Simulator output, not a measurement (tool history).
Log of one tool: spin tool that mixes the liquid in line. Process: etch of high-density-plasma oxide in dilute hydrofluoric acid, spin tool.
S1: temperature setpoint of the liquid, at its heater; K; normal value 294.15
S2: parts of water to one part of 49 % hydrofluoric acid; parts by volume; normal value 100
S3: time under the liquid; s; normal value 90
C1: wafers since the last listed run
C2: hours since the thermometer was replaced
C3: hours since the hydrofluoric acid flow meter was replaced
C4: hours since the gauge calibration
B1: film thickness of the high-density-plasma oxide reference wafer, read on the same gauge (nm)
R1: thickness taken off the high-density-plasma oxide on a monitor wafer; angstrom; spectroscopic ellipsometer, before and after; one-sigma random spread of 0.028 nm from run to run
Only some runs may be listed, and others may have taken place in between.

run,hour,S1,S2,S3,C1,C2,C3,C4,B1,R1
1,0,294.15,100,125,0,2487.7,515.6,426.6,80.002,63.86
2,11.3,294.15,100,130,81,2499,526.9,437.9,79.987,65.64
3,29.3,294.15,130,90,130,2517,544.9,455.9,80.002,33.87
4,39.7,294.15,100,90,75,2527.4,555.3,466.3,80.026,45.71
# hour 44.7: thermometer replaced
5,52.1,294.15,100,90,82,7.4,567.7,478.7,80.006,45.82
6,60.6,294.15,100,90,61,15.9,576.2,487.2,79.997,45.72
# hour 72.5: gauge calibrated
7,73.1,294.15,100,115,90,28.4,588.7,0.6,79.984,58.73
8,90.3,294.15,100,75,124,45.6,605.9,17.8,80.005,38.2
9,97.6,294.15,100,75,52,52.9,613.2,25.1,80.012,37.74
10,114.3,297.15,140,90,120,69.6,629.9,41.8,79.99,35.26
11,124.6,294.15,100,90,74,79.9,640.2,52.1,80.027,45.48
12,138.5,294.15,85,90,100,93.8,654.1,66,79.99,54.25
13,153.3,292.65,100,110,107,108.6,668.9,80.8,80,52.14
14,160.2,297.65,55,130,49,115.5,675.8,87.7,79.995,145.96
# hour 166.3: hydrofluoric acid flow meter replaced
15,192.2,296.15,100,115,224,147.5,25.9,119.7,80.001,66.1
16,203.3,299.15,65,55,80,158.6,37,130.8,79.995,57.17
17,213.2,294.15,75,145,71,168.5,46.9,140.7,80.002,106.19
18,221.9,296.15,100,90,63,177.2,55.6,149.4,79.989,51.82
19,236.6,294.15,65,45,106,191.9,70.3,164.1,79.993,38.52
20,246.3,292.15,100,60,70,201.6,80,173.8,80.002,29.38
21,253.6,290.15,145,125,52,208.9,87.3,181.1,79.99,37.29
22,266,294.15,125,90,89,221.3,99.7,193.5,80,36.91
23,300.3,294.15,100,90,248,255.6,134,227.8,79.995,47.61
24,317.8,294.15,125,60,126,273.1,151.5,245.3,80.008,24.35
25,325.1,294.15,100,90,52,280.4,158.8,252.6,80.007,47.38
26,338,295.65,140,140,93,293.3,171.7,265.5,80.021,53.32
27,353.3,296.15,100,90,110,308.6,187,280.8,79.999,51.31
28,369.3,298.15,100,90,115,324.6,203,296.8,79.975,55.41
29,379.1,294.15,100,110,70,334.4,212.8,306.6,79.997,58.15
30,391.8,298.15,135,135,91,347.1,225.5,319.3,80.02,58.45
31,401.6,294.15,100,90,70,356.9,235.3,329.1,80.002,47.35
32,414.2,292.15,55,125,91,369.5,247.9,341.7,79.996,116.51
33,421.7,290.65,120,35,54,377,255.4,349.2,79.996,12.9

Predict each of these 3 candidate next runs independently; none follows another, all start after run 33:
A,422.1,294.15,100,65,2,377.4,255.8,349.6,?,?
B,422.1,291.65,100,90,2,377.4,255.8,349.6,?,?
C,422.1,292.65,70,120,2,377.4,255.8,349.6,?,?

run,B1,R1
A,80.016,34.07
B,80.016,42.57
C,80.016,87.47
With the hidden condition removed and each run's random variation left untouched, the same runs would have given:
run,R1
A,34.91
B,43.61
C,89.56
